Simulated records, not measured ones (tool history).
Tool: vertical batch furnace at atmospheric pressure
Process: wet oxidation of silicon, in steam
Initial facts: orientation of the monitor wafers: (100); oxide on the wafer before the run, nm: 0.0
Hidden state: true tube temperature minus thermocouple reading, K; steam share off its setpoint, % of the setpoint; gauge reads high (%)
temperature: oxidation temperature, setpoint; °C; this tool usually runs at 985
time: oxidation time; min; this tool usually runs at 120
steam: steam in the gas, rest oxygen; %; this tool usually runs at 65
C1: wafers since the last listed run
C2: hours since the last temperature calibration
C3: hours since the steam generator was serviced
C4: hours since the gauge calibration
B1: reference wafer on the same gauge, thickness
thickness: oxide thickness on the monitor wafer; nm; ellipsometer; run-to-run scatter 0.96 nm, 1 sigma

run 1 hour=0 | temperature=985 time=120 steam=65 | C1=0 C2=1124.3 C3=2596.6 C4=120.6 | B1=421.95 | thickness=407.49
run 2 hour=17 | temperature=985 time=120 steam=65 | C1=245 C2=1141.3 C3=2613.6 C4=137.6 | B1=422.01 | thickness=407.72
run 3 hour=32.7 | temperature=985 time=120 steam=65 | C1=226 C2=1157 C3=2629.3 C4=153.3 | B1=422.31 | thickness=404.83
run 4 hour=50.1 | temperature=985 time=120 steam=65 | C1=251 C2=1174.4 C3=2646.7 C4=170.7 | B1=422.25 | thickness=404.85
run 5 hour=70.1 | temperature=985 time=120 steam=71 | C1=288 C2=1194.4 C3=2666.7 C4=190.7 | B1=422.01 | thickness=433.44
run 6 hour=92.8 | temperature=985 time=120 steam=65 | C1=327 C2=1217.1 C3=2689.4 C4=213.4 | B1=422.13 | thickness=405.68
run 7 hour=112.3 | temperature=985 time=120 steam=65 | C1=281 C2=1236.6 C3=2708.9 C4=232.9 | B1=421.75 | thickness=406.38
run 8 hour=129.9 | temperature=985 time=120 steam=65 | C1=254 C2=1254.2 C3=2726.5 C4=250.5 | B1=421.9 | thickness=404.23
run 9 hour=174 | temperature=985 time=153 steam=58 | C1=637 C2=1298.3 C3=2770.6 C4=294.6 | B1=421.53 | thickness=443.41
run 10 hour=189.2 | temperature=985 time=153 steam=58 | C1=219 C2=1313.5 C3=2785.8 C4=309.8 | B1=421.95 | thickness=443.67
run 11 hour=204.2 | temperature=985 time=120 steam=65 | C1=216 C2=1328.5 C3=2800.8 C4=324.8 | B1=422.16 | thickness=404.96
run 12 hour=223.5 | temperature=985 time=120 steam=65 | C1=278 C2=1347.8 C3=2820.1 C4=344.1 | B1=421.58 | thickness=403.7
run 13 hour=241.4 | temperature=985 time=120 steam=65 | C1=258 C2=1365.7 C3=2838 C4=362 | B1=421.88 | thickness=404.58
run 14 hour=263.8 | temperature=1005 time=148.5 steam=62 | C1=323 C2=1388.1 C3=2860.4 C4=384.4 | B1=422.09 | thickness=517.87
run 15 hour=278.9 | temperature=985 time=120 steam=61 | C1=218 C2=1403.2 C3=2875.5 C4=399.5 | B1=421.87 | thickness=387.18
-- hour=308.3 thermocouples replaced and temperature profile calibrated
run 16 hour=308.8 | temperature=985 time=120 steam=65 | C1=85 C2=0.5 C3=2905.4 C4=429.4 | B1=422.21 | thickness=403.26
run 17 hour=318.6 | temperature=985 time=120 steam=65 | C1=141 C2=10.3 C3=2915.2 C4=439.2 | B1=422.08 | thickness=405.55
run 18 hour=334.8 | temperature=1001 time=135 steam=76 | C1=234 C2=26.5 C3=2931.4 C4=455.4 | B1=421.47 | thickness=543.77
-- hour=336 gauge calibrated
-- hour=378.7 steam generator serviced
run 19 hour=391 | temperature=985 time=120 steam=65 | C1=465 C2=82.7 C3=12.3 C4=55 | B1=422.27 | thickness=430.45
run 20 hour=405.5 | temperature=962 time=120 steam=71 | C1=209 C2=97.2 C3=26.8 C4=69.5 | B1=421.76 | thickness=380.72
run 21 hour=423.7 | temperature=985 time=120 steam=65 | C1=262 C2=115.4 C3=45 C4=87.7 | B1=421.92 | thickness=428.05
run 22 hour=447 | temperature=978 time=120 steam=65 | C1=336 C2=138.7 C3=68.3 C4=111 | B1=421.64 | thickness=406.96
run 23 hour=459.1 | temperature=985 time=61 steam=65 | C1=174 C2=150.8 C3=80.4 C4=123.1 | B1=421.49 | thickness=263.97
run 24 hour=476.6 | temperature=985 time=90.5 steam=65 | C1=252 C2=168.3 C3=97.9 C4=140.6 | B1=422.06 | thickness=351.07
run 25 hour=493.6 | temperature=985 time=60 steam=65 | C1=245 C2=185.3 C3=114.9 C4=157.6 | B1=421.52 | thickness=260.74
run 26 hour=502.6 | temperature=985 time=60 steam=65 | C1=130 C2=194.3 C3=123.9 C4=166.6 | B1=421.97 | thickness=259.15

What if the next run were any one of these 5? Each begins from the tool's condition after run 26:
run A hour=508.8 | temperature=985 time=120 steam=65 | C1=89 C2=200.5 C3=130.1 C4=172.8 | B1=? | thickness=?
run B hour=508.8 | temperature=976 time=175 steam=65 | C1=89 C2=200.5 C3=130.1 C4=172.8 | B1=? | thickness=?
run C hour=508.8 | temperature=985 time=79.5 steam=55 | C1=89 C2=200.5 C3=130.1 C4=172.8 | B1=? | thickness=?
run D hour=508.8 | temperature=967 time=120 steam=65 | C1=89 C2=200.5 C3=130.1 C4=172.8 | B1=? | thickness=?
run E hour=508.8 | temperature=985 time=179 steam=65 | C1=89 C2=200.5 C3=130.1 C4=172.8 | B1=? | thickness=?

run=A B1=422.03 thickness=426.85
run=B B1=422.03 thickness=517.33
run=C B1=422.03 thickness=282.4
run=D B1=422.03 thickness=370.54
run=E B1=422.03 thickness=558.8
With no hidden state in the tool, these same runs would have given:
run=A thickness=429.66
run=B thickness=520.67
run=C thickness=284.39
run=D thickness=373.11
run=E thickness=562.31
